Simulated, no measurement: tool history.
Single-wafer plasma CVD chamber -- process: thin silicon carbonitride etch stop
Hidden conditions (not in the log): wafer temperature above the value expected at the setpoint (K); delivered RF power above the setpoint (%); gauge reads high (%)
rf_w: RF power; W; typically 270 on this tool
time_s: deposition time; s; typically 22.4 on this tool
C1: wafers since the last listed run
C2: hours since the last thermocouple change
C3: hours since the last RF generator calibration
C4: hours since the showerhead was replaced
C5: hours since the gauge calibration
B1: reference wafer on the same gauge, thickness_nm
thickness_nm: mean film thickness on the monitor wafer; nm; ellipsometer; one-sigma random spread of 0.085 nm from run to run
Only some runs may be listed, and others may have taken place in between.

run 1 hour=0.0 | rf_w=255 time_s=21.0 | C1=0 C2=2037.6 C3=423.0 C4=5784.1 C5=716.9 | B1=14.200 | thickness_nm=13.297
run 2 hour=19.1 | rf_w=305 time_s=22.4 | C1=634 C2=2056.7 C3=442.1 C4=5803.2 C5=736.0 | B1=14.214 | thickness_nm=14.985
run 3 hour=43.3 | rf_w=305 time_s=22.4 | C1=803 C2=2080.9 C3=466.3 C4=5827.4 C5=760.2 | B1=14.208 | thickness_nm=14.953
-- hour=48.0 gauge calibrated
run 4 hour=74.5 | rf_w=230 time_s=22.4 | C1=1036 C2=2112.1 C3=497.5 C4=5858.6 C5=26.5 | B1=14.210 | thickness_nm=13.699
run 5 hour=105.8 | rf_w=230 time_s=22.4 | C1=1039 C2=2143.4 C3=528.8 C4=5889.9 C5=57.8 | B1=14.200 | thickness_nm=13.587
run 6 hour=124.3 | rf_w=290 time_s=22.4 | C1=614 C2=2161.9 C3=547.3 C4=5908.4 C5=76.3 | B1=14.187 | thickness_nm=14.805
run 7 hour=145.2 | rf_w=290 time_s=22.4 | C1=694 C2=2182.8 C3=568.2 C4=5929.3 C5=97.2 | B1=14.213 | thickness_nm=14.863
run 8 hour=165.7 | rf_w=290 time_s=22.4 | C1=680 C2=2203.3 C3=588.7 C4=5949.8 C5=117.7 | B1=14.201 | thickness_nm=14.798
run 9 hour=184.6 | rf_w=270 time_s=23.6 | C1=627 C2=2222.2 C3=607.6 C4=5968.7 C5=136.6 | B1=14.216 | thickness_nm=15.220
run 10 hour=265.7 | rf_w=270 time_s=23.6 | C1=2693 C2=2303.3 C3=688.7 C4=6049.8 C5=217.7 | B1=14.188 | thickness_nm=15.174
-- hour=275.3 thermocouple changed; heater temperature recalibrated
run 11 hour=285.8 | rf_w=270 time_s=22.4 | C1=401 C2=10.5 C3=708.8 C4=6069.9 C5=237.8 | B1=14.185 | thickness_nm=14.323
run 12 hour=311.5 | rf_w=270 time_s=22.4 | C1=853 C2=36.2 C3=734.5 C4=6095.6 C5=263.5 | B1=14.193 | thickness_nm=14.241
run 13 hour=345.9 | rf_w=245 time_s=22.4 | C1=1142 C2=70.6 C3=768.9 C4=6130.0 C5=297.9 | B1=14.204 | thickness_nm=13.994
-- hour=381.0 RF generator calibrated
run 14 hour=381.5 | rf_w=245 time_s=22.4 | C1=916 C2=106.2 C3=0.5 C4=6165.6 C5=333.5 | B1=14.206 | thickness_nm=14.341
run 15 hour=386.7 | rf_w=245 time_s=22.4 | C1=172 C2=111.4 C3=5.7 C4=6170.8 C5=338.7 | B1=14.190 | thickness_nm=14.253
run 16 hour=403.8 | rf_w=295 time_s=19.5 | C1=567 C2=128.5 C3=22.8 C4=6187.9 C5=355.8 | B1=14.202 | thickness_nm=13.308
run 17 hour=432.7 | rf_w=295 time_s=19.5 | C1=959 C2=157.4 C3=51.7 C4=6216.8 C5=384.7 | B1=14.197 | thickness_nm=13.239
run 18 hour=449.8 | rf_w=235 time_s=19.0 | C1=567 C2=174.5 C3=68.8 C4=6233.9 C5=401.8 | B1=14.211 | thickness_nm=12.022
run 19 hour=468.5 | rf_w=235 time_s=20.3 | C1=621 C2=193.2 C3=87.5 C4=6252.6 C5=420.5 | B1=14.216 | thickness_nm=12.767
run 20 hour=496.8 | rf_w=310 time_s=19.0 | C1=939 C2=221.5 C3=115.8 C4=6280.9 C5=448.8 | B1=14.180 | thickness_nm=13.206
run 21 hour=526.3 | rf_w=320 time_s=18.2 | C1=979 C2=251.0 C3=145.3 C4=6310.4 C5=478.3 | B1=14.194 | thickness_nm=12.599
-- hour=558.2 showerhead replaced
run 22 hour=558.7 | rf_w=250 time_s=19.8 | C1=810 C2=283.4 C3=177.7 C4=0.5 C5=510.7 | B1=14.215 | thickness_nm=12.486
run 23 hour=580.3 | rf_w=230 time_s=26.4 | C1=717 C2=305.0 C3=199.3 C4=22.1 C5=532.3 | B1=14.185 | thickness_nm=16.106
-- hour=652.9 gauge calibrated
run 24 hour=676.3 | rf_w=270 time_s=22.4 | C1=3188 C2=401.0 C3=295.3 C4=118.1 C5=23.4 | B1=14.182 | thickness_nm=14.474
run 25 hour=702.4 | rf_w=290 time_s=22.4 | C1=866 C2=427.1 C3=321.4 C4=144.2 C5=49.5 | B1=14.178 | thickness_nm=14.921
run 26 hour=728.1 | rf_w=325 time_s=20.0 | C1=853 C2=452.8 C3=347.1 C4=169.9 C5=75.2 | B1=14.192 | thickness_nm=13.800
run 27 hour=743.0 | rf_w=245 time_s=20.0 | C1=494 C2=467.7 C3=362.0 C4=184.8 C5=90.1 | B1=14.200 | thickness_nm=12.462
run 28 hour=763.2 | rf_w=300 time_s=20.2 | C1=670 C2=487.9 C3=382.2 C4=205.0 C5=110.3 | B1=14.188 | thickness_nm=13.426
run 29 hour=776.9 | rf_w=220 time_s=24.2 | C1=455 C2=501.6 C3=395.9 C4=218.7 C5=124.0 | B1=14.209 | thickness_nm=14.598
run 30 hour=802.3 | rf_w=320 time_s=22.4 | C1=843 C2=527.0 C3=421.3 C4=244.1 C5=149.4 | B1=14.197 | thickness_nm=15.405
run 31 hour=819.6 | rf_w=310 time_s=24.2 | C1=574 C2=544.3 C3=438.6 C4=261.4 C5=166.7 | B1=14.192 | thickness_nm=16.570
run 32 hour=847.6 | rf_w=270 time_s=24.9 | C1=929 C2=572.3 C3=466.6 C4=289.4 C5=194.7 | B1=14.182 | thickness_nm=15.964
run 33 hour=881.7 | rf_w=270 time_s=22.4 | C1=1132 C2=606.4 C3=500.7 C4=323.5 C5=228.8 | B1=14.214 | thickness_nm=14.418
run 34 hour=902.9 | rf_w=290 time_s=22.4 | C1=704 C2=627.6 C3=521.9 C4=344.7 C5=250.0 | B1=14.205 | thickness_nm=14.821

Predict each of these 3 candidate next runs independently; none follows another, all start after run 34:
run A hour=903.3 | rf_w=270 time_s=22.4 | C1=13 C2=628.0 C3=522.3 C4=345.1 C5=250.4 | B1=? | thickness_nm=?
run B hour=903.3 | rf_w=310 time_s=21.2 | C1=13 C2=628.0 C3=522.3 C4=345.1 C5=250.4 | B1=? | thickness_nm=?
run C hour=903.3 | rf_w=255 time_s=22.4 | C1=13 C2=628.0 C3=522.3 C4=345.1 C5=250.4 | B1=? | thickness_nm=?

run=A B1=14.214 thickness_nm=14.572
run=B B1=14.214 thickness_nm=14.450
run=C B1=14.214 thickness_nm=14.290
Without the tool's unlogged condition, the same runs would have read:
run=A thickness_nm=14.952
run=B thickness_nm=14.827
run=C thickness_nm=14.662
